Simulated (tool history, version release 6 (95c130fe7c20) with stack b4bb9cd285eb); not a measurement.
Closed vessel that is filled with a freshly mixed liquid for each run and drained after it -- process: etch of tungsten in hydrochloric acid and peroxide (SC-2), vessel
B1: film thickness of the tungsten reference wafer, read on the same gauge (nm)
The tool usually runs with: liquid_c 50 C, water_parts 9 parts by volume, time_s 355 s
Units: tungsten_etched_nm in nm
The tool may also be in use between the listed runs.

Run 1, day 0: usual settings but time_s 295 s; B1 69.98. Result: tungsten_etched_nm 31.81 nm.
Run 2, day 2.288: usual settings; B1 70.02. Result: tungsten_etched_nm 38.82 nm.
Run 3, day 4.362: usual settings but water_parts 11.5 parts by volume; B1 70. Result: tungsten_etched_nm 31.67 nm.
Run 4, day 7.329: usual settings but water_parts 7 parts by volume; B1 69.98. Result: tungsten_etched_nm 47.21 nm.
At day 9.858: new drum of peroxide connected.
Run 5, day 10.146: usual settings but liquid_c 52.5 C; B1 69.99. Result: tungsten_etched_nm 45.7 nm.
Run 6, day 12.3: usual settings but liquid_c 52.5 C; B1 69.97. Result: tungsten_etched_nm 45.1 nm.
Run 7, day 14.208: usual settings but liquid_c 52.5 C; B1 70. Result: tungsten_etched_nm 45.36 nm.
At day 25.779: gauge calibrated.
Run 8, day 27.338: usual settings but water_parts 6 parts by volume; B1 69.94. Result: tungsten_etched_nm 52.92 nm.
At day 34.904: new drum of peroxide connected.
Run 9, day 38.733: usual settings but water_parts 6 parts by volume, time_s 250 s; B1 70. Result: tungsten_etched_nm 36.75 nm.
Run 10, day 42.067: usual settings but water_parts 6 parts by volume, time_s 250 s; B1 70.01. Result: tungsten_etched_nm 37.22 nm.
Run 11, day 44.888: usual settings but liquid_c 56 C; B1 70. Result: tungsten_etched_nm 56.64 nm.
Run 12, day 49.208: usual settings but liquid_c 56 C; B1 70.01. Result: tungsten_etched_nm 55.94 nm.
Run 13, day 52.646: usual settings but liquid_c 56 C; B1 70. Result: tungsten_etched_nm 55.92 nm.
At day 52.742: chemicals flow meter replaced.
Run 14, day 54.212: usual settings; B1 69.99. Result: tungsten_etched_nm 37.76 nm.
At day 55.929: new drum of peroxide connected.
At day 56.862: thermometer replaced.
Run 15, day 57.433: usual settings but time_s 275 s; B1 70. Result: tungsten_etched_nm 27.89 nm.
Run 16, day 61.233: usual settings but liquid_c 52.5 C; B1 70.04. Result: tungsten_etched_nm 41.91 nm.
Run 17, day 64.912: usual settings but liquid_c 43 C, time_s 535 s; B1 70.02. Result: tungsten_etched_nm 33.15 nm.
Run 18, day 66.912: usual settings but liquid_c 55 C, water_parts 13 parts by volume, time_s 540 s; B1 70.04. Result: tungsten_etched_nm 54.86 nm.
Run 19, day 70.65: usual settings but liquid_c 56 C; B1 70.01. Result: tungsten_etched_nm 52.64 nm.
At day 71.517: thermometer replaced, repeated, since the last time left the tool worse.
Run 20, day 72.992: usual settings but liquid_c 44.5 C, time_s 435 s; B1 69.96. Result: tungsten_etched_nm 33.68 nm.
Run 21, day 77.354: usual settings but liquid_c 43.5 C, water_parts 12 parts by volume; B1 70. Result: tungsten_etched_nm 19.99 nm.
Run 22, day 79.767: usual settings but liquid_c 40.5 C, time_s 165 s; B1 70.04. Result: tungsten_etched_nm 9.51 nm.
At day 80.846: new drum of peroxide connected.
Run 23, day 83.088: usual settings but liquid_c 46.5 C, water_parts 7 parts by volume, time_s 410 s; B1 69.97. Result: tungsten_etched_nm 44.23 nm.
At day 83.312: gauge calibrated.
Run 24, day 86.321: usual settings but liquid_c 55.5 C, water_parts 13.5 parts by volume; B1 70. Result: tungsten_etched_nm 39.9 nm.
Run 25, day 88.575: usual settings but liquid_c 52.5 C, water_parts 13 parts by volume; B1 70.02. Result: tungsten_etched_nm 33.93 nm.
Run 26, day 91.162: usual settings; B1 70.03. Result: tungsten_etched_nm 38.98 nm.
Run 27, day 93.088: usual settings but water_parts 7.5 parts by volume; B1 70. Result: tungsten_etched_nm 45.48 nm.
Run 28, day 95.275: usual settings but liquid_c 58 C, water_parts 7 parts by volume; B1 70.03. Result: tungsten_etched_nm 81.29 nm.
At day 101.975: new drum of peroxide connected.
Run 29, day 105.204: usual settings but liquid_c 55 C, water_parts 12.5 parts by volume, time_s 285 s; B1 70. Result: tungsten_etched_nm 33.2 nm.

Forecast each of these 5 alternatives for the next run:
Run A, day 105.233: usual settings; B1 ?. Result: tungsten_etched_nm ?.
Run B, day 105.233: usual settings but liquid_c 44 C, water_parts 6 parts by volume, time_s 485 s; B1 ?. Result: tungsten_etched_nm ?.
Run C, day 105.233: usual settings but time_s 165 s; B1 ?. Result: tungsten_etched_nm ?.
Run D, day 105.233: usual settings but water_parts 7.5 parts by volume, time_s 485 s; B1 ?. Result: tungsten_etched_nm ?.
Run E, day 105.233: usual settings but liquid_c 40.5 C, water_parts 10.5 parts by volume, time_s 205 s; B1 ?. Result: tungsten_etched_nm ?.

run     B1  tungsten_etched_nm
  A  69.99               39.19
  B  69.99               48.91
  C  69.99               18.21
  D  69.99               61.99
  E  69.99               10.35
Without the tool's unlogged condition, the same runs would have read:
run  tungsten_etched_nm
  A               40.46
  B               50.57
  C               18.81
  D               64.01
  E               10.71
